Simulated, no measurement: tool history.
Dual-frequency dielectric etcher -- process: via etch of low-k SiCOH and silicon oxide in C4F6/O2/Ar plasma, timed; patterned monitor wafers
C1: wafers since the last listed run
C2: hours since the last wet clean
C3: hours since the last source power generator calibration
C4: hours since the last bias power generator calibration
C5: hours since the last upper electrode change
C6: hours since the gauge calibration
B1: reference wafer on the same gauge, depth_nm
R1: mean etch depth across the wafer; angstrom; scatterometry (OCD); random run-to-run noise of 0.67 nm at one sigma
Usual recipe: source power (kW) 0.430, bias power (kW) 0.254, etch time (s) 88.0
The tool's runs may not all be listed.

{"run": 1, "hour": 0.0, "source power (kW)": 0.35, "bias power (kW)": 0.254, "etch time (s)": 88.0, "C1": 0, "C2": 271.5, "C3": 3539.4, "C4": 1936.2, "C5": 4742.7, "C6": 1235.7, "B1": 260.0, "R1": 2861}
{"hour": 77.2, "done": "wet clean of the chamber"}
{"run": 2, "hour": 77.7, "source power (kW)": 0.35, "bias power (kW)": 0.254, "etch time (s)": 88.0, "C1": 456, "C2": 0.5, "C3": 3617.1, "C4": 2013.9, "C5": 4820.4, "C6": 1313.4, "B1": 260.0, "R1": 2851}
{"hour": 97.3, "done": "source power generator calibrated"}
{"run": 3, "hour": 102.1, "source power (kW)": 0.43, "bias power (kW)": 0.226, "etch time (s)": 88.0, "C1": 173, "C2": 24.9, "C3": 4.8, "C4": 2038.3, "C5": 4844.8, "C6": 1337.8, "B1": 260.0, "R1": 2895}
{"run": 4, "hour": 150.6, "source power (kW)": 0.43, "bias power (kW)": 0.254, "etch time (s)": 68.5, "C1": 412, "C2": 73.4, "C3": 53.3, "C4": 2086.8, "C5": 4893.3, "C6": 1386.3, "B1": 260.0, "R1": 2334}
{"run": 5, "hour": 215.0, "source power (kW)": 0.43, "bias power (kW)": 0.254, "etch time (s)": 68.5, "C1": 547, "C2": 137.8, "C3": 117.7, "C4": 2151.2, "C5": 4957.7, "C6": 1450.7, "B1": 260.1, "R1": 2339}
{"hour": 215.7, "done": "gauge calibrated"}
{"run": 6, "hour": 244.3, "source power (kW)": 0.43, "bias power (kW)": 0.254, "etch time (s)": 68.5, "C1": 249, "C2": 167.1, "C3": 147.0, "C4": 2180.5, "C5": 4987.0, "C6": 28.6, "B1": 259.7, "R1": 2333}
{"run": 7, "hour": 290.1, "source power (kW)": 0.43, "bias power (kW)": 0.254, "etch time (s)": 88.0, "C1": 389, "C2": 212.9, "C3": 192.8, "C4": 2226.3, "C5": 5032.8, "C6": 74.4, "B1": 259.8, "R1": 3012}
{"run": 8, "hour": 412.1, "source power (kW)": 0.43, "bias power (kW)": 0.254, "etch time (s)": 88.0, "C1": 1037, "C2": 334.9, "C3": 314.8, "C4": 2348.3, "C5": 5154.8, "C6": 196.4, "B1": 259.8, "R1": 2990}
{"hour": 493.4, "done": "wet clean of the chamber"}
{"run": 9, "hour": 493.9, "source power (kW)": 0.43, "bias power (kW)": 0.254, "etch time (s)": 88.0, "C1": 491, "C2": 0.5, "C3": 396.6, "C4": 2430.1, "C5": 5236.6, "C6": 278.2, "B1": 259.7, "R1": 3006}
{"run": 10, "hour": 504.5, "source power (kW)": 0.43, "bias power (kW)": 0.278, "etch time (s)": 88.0, "C1": 90, "C2": 11.1, "C3": 407.2, "C4": 2440.7, "C5": 5247.2, "C6": 288.8, "B1": 259.8, "R1": 3075}
{"run": 11, "hour": 551.9, "source power (kW)": 0.53, "bias power (kW)": 0.254, "etch time (s)": 88.0, "C1": 403, "C2": 58.5, "C3": 454.6, "C4": 2488.1, "C5": 5294.6, "C6": 336.2, "B1": 259.9, "R1": 3172}
{"hour": 588.5, "done": "upper electrode replaced"}
{"run": 12, "hour": 596.8, "source power (kW)": 0.52, "bias power (kW)": 0.254, "etch time (s)": 68.5, "C1": 177, "C2": 103.4, "C3": 499.5, "C4": 2533.0, "C5": 8.3, "C6": 381.1, "B1": 260.1, "R1": 2462}
{"run": 13, "hour": 621.0, "source power (kW)": 0.43, "bias power (kW)": 0.254, "etch time (s)": 88.0, "C1": 205, "C2": 127.6, "C3": 523.7, "C4": 2557.2, "C5": 32.5, "C6": 405.3, "B1": 259.9, "R1": 3005}
{"hour": 665.6, "done": "bias power generator calibrated"}
{"run": 14, "hour": 676.2, "source power (kW)": 0.39, "bias power (kW)": 0.254, "etch time (s)": 98.0, "C1": 435, "C2": 182.8, "C3": 578.9, "C4": 10.6, "C5": 87.7, "C6": 460.5, "B1": 259.9, "R1": 3231}
{"run": 15, "hour": 739.2, "source power (kW)": 0.43, "bias power (kW)": 0.3, "etch time (s)": 88.0, "C1": 535, "C2": 245.8, "C3": 641.9, "C4": 73.6, "C5": 150.7, "C6": 523.5, "B1": 259.9, "R1": 3121}
{"run": 16, "hour": 778.5, "source power (kW)": 0.43, "bias power (kW)": 0.254, "etch time (s)": 68.5, "C1": 334, "C2": 285.1, "C3": 681.2, "C4": 112.9, "C5": 190.0, "C6": 562.8, "B1": 260.2, "R1": 2305}
{"run": 17, "hour": 850.0, "source power (kW)": 0.39, "bias power (kW)": 0.254, "etch time (s)": 88.0, "C1": 608, "C2": 356.6, "C3": 752.7, "C4": 184.4, "C5": 261.5, "C6": 634.3, "B1": 259.9, "R1": 2893}
{"hour": 881.3, "done": "wet clean of the chamber"}
{"run": 18, "hour": 904.9, "source power (kW)": 0.43, "bias power (kW)": 0.278, "etch time (s)": 88.0, "C1": 262, "C2": 23.6, "C3": 807.6, "C4": 239.3, "C5": 316.4, "C6": 689.2, "B1": 260.1, "R1": 3043}
{"run": 19, "hour": 961.2, "source power (kW)": 0.43, "bias power (kW)": 0.278, "etch time (s)": 88.0, "C1": 478, "C2": 79.9, "C3": 863.9, "C4": 295.6, "C5": 372.7, "C6": 745.5, "B1": 260.0, "R1": 3045}
{"run": 20, "hour": 996.3, "source power (kW)": 0.4, "bias power (kW)": 0.203, "etch time (s)": 104.0, "C1": 298, "C2": 115.0, "C3": 899.0, "C4": 330.7, "C5": 407.8, "C6": 780.6, "B1": 259.9, "R1": 3262}

Estimate the outcome of run 21 from the log above:
{"run": 21, "hour": 1041.3, "source power (kW)": 0.33, "bias power (kW)": 0.231, "etch time (s)": 96.5, "C1": 382, "C2": 160.0, "C3": 944.0, "C4": 375.7, "C5": 452.8, "C6": 825.6, "B1": "?", "R1": "?"}

Run 21 came out at B1 259.9, R1 2981 angstrom.
The same run, on a tool lacking any hidden state, would have yielded R1 2978 angstrom.

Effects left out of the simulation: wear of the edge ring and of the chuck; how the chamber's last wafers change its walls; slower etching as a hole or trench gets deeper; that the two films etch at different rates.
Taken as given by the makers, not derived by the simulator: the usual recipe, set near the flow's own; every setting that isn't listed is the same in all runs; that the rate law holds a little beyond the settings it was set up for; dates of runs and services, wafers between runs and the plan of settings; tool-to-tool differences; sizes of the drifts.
